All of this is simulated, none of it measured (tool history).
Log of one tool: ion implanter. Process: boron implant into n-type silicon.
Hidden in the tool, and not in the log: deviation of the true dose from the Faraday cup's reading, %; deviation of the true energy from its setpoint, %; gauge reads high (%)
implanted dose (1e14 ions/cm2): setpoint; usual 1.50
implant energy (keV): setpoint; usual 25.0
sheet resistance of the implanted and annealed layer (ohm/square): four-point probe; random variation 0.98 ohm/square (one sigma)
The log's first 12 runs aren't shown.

run	day	implanted dose (1e14 ions/cm2)	implant energy (keV)	wafers since the last listed run	hours since the last dose calibration	hours since the extraction supply was calibrated	hours since the gauge calibration	read-back reference wafer on the same gauge, sheet resistance	sheet resistance of the implanted and annealed layer (ohm/square)
13	33.529	1.50	25.0	1342	282.5	3852.5	250.9	500.68	478.17
14	37.492	1.50	25.0	1568	377.6	3947.6	346.0	501.17	479.33
15	40.367	1.50	25.0	1138	446.6	4016.6	415.0	501.06	480.54
16	43.871	1.89	25.0	1387	530.7	4100.7	499.1	500.84	401.42
17	49.862	1.50	25.0	2372	674.5	4244.5	642.9	500.95	483.62
18	53.154	1.94	32.0	1303	753.5	4323.5	721.9	501.18	381.60
# day 56.954: Faraday cup replaced and dose calibrated
19	56.975	1.37	28.5	1380	0.5	4415.2	813.6	500.93	501.00
20	59.808	1.84	18.0	1121	68.5	4483.2	881.6	500.79	426.41
21	61.617	1.08	25.0	715	111.9	4526.6	925.0	500.71	613.51
22	64.200	1.50	25.0	1022	173.9	4588.6	987.0	500.89	476.83
23	68.288	1.90	33.0	1618	272.0	4686.7	1085.1	501.07	382.28
24	70.333	1.64	29.0	809	321.1	4735.8	1134.2	500.92	437.27
25	73.450	1.50	25.0	1233	395.9	4810.6	1209.0	501.06	479.82
26	76.375	1.19	25.0	1158	466.1	4880.8	1279.2	501.01	572.59
# day 78.983: extraction supply calibrated
27	79.004	1.88	18.0	908	529.2	0.5	1342.3	500.91	420.51
28	82.192	1.17	33.0	1261	605.7	77.0	1418.8	501.04	552.36
29	85.746	1.35	33.5	1407	691.0	162.3	1504.1	501.06	498.74
30	88.262	1.50	25.0	996	751.4	222.7	1564.5	500.91	484.35
31	92.658	1.29	25.0	1740	856.9	328.2	1670.0	501.13	545.22
# day 94.721: Faraday cup replaced and dose calibrated
32	95.662	1.22	18.5	1057	22.6	400.3	1742.1	500.93	588.49
33	99.171	1.50	31.5	1388	106.8	484.5	1826.3	500.81	461.79
34	101.088	1.71	32.0	758	152.8	530.5	1872.3	501.14	417.67
35	105.367	1.50	30.0	1694	255.5	633.2	1975.0	500.88	466.99
36	108.475	1.34	32.0	1230	330.1	707.8	2049.6	501.06	500.65

5 ways to go on from here, each from the tool as it stands after run 36. What would each give?
A	108.492	1.92	25.0	6	330.5	708.2	2050.0	?	?
B	108.492	1.84	21.5	6	330.5	708.2	2050.0	?	?
C	108.492	1.21	18.5	6	330.5	708.2	2050.0	?	?
D	108.492	1.16	30.0	6	330.5	708.2	2050.0	?	?
E	108.492	1.61	29.0	6	330.5	708.2	2050.0	?	?

run	read-back reference wafer on the same gauge, sheet resistance	sheet resistance of the implanted and annealed layer (ohm/square)
A	501.48	395.68
B	501.48	417.43
C	501.48	594.11
D	501.48	564.21
E	501.48	444.12
Without the tool's hidden state the same runs would have given:
run	sheet resistance of the implanted and annealed layer (ohm/square)
A	395.39
B	417.12
C	593.69
D	563.83
E	443.81

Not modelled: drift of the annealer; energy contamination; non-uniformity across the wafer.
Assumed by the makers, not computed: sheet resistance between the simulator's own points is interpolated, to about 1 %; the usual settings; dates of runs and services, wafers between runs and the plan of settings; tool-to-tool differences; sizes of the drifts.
